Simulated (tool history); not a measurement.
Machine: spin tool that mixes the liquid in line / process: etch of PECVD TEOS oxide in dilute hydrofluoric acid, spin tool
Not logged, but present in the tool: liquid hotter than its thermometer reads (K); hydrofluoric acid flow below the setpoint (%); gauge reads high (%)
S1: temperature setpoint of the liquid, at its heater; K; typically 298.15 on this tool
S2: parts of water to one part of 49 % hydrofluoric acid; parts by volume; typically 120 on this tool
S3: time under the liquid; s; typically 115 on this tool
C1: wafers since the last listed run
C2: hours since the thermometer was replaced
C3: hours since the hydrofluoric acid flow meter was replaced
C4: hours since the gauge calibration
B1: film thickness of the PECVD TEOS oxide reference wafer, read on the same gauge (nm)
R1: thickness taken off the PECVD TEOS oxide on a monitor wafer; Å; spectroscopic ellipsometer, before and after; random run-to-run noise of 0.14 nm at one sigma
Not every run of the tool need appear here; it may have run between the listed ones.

run 1 hour=0 | S1=298.15 S2=120 S3=115 | C1=0 C2=1325 C3=1142.7 C4=183.9 | B1=139.97 | R1=173.7
run 2 hour=45.3 | S1=298.15 S2=120 S3=115 | C1=277 C2=1370.3 C3=1188 C4=229.2 | B1=139.98 | R1=176.9
run 3 hour=112 | S1=298.15 S2=120 S3=115 | C1=408 C2=1437 C3=1254.7 C4=295.9 | B1=140.02 | R1=173.8
run 4 hour=168.6 | S1=296.15 S2=120 S3=115 | C1=346 C2=1493.6 C3=1311.3 C4=352.5 | B1=140 | R1=158.1
run 5 hour=220.5 | S1=296.15 S2=120 S3=115 | C1=317 C2=1545.5 C3=1363.2 C4=404.4 | B1=139.98 | R1=161.4
run 6 hour=267.6 | S1=296.15 S2=120 S3=115 | C1=288 C2=1592.6 C3=1410.3 C4=451.5 | B1=140 | R1=162.1
-- hour=366.9 thermometer replaced
run 7 hour=367.4 | S1=298.15 S2=120 S3=115 | C1=604 C2=0.5 C3=1510.1 C4=551.3 | B1=139.99 | R1=150.9
run 8 hour=404.2 | S1=298.15 S2=120 S3=115 | C1=225 C2=37.3 C3=1546.9 C4=588.1 | B1=140.03 | R1=152.2
run 9 hour=463.7 | S1=301.15 S2=155 S3=50 | C1=364 C2=96.8 C3=1606.4 C4=647.6 | B1=140.01 | R1=54.2

Run 10 has not been measured yet. What should we expect?
run 10 hour=570.9 | S1=300.65 S2=120 S3=60 | C1=655 C2=204 C3=1713.6 C4=754.8 | B1=? | R1=?

{"run 10": {"B1": 140, "R1": 87.5}}
If the tool had no hidden condition, the same run with the same run-to-run variation would have returned R1 100.5 Å.
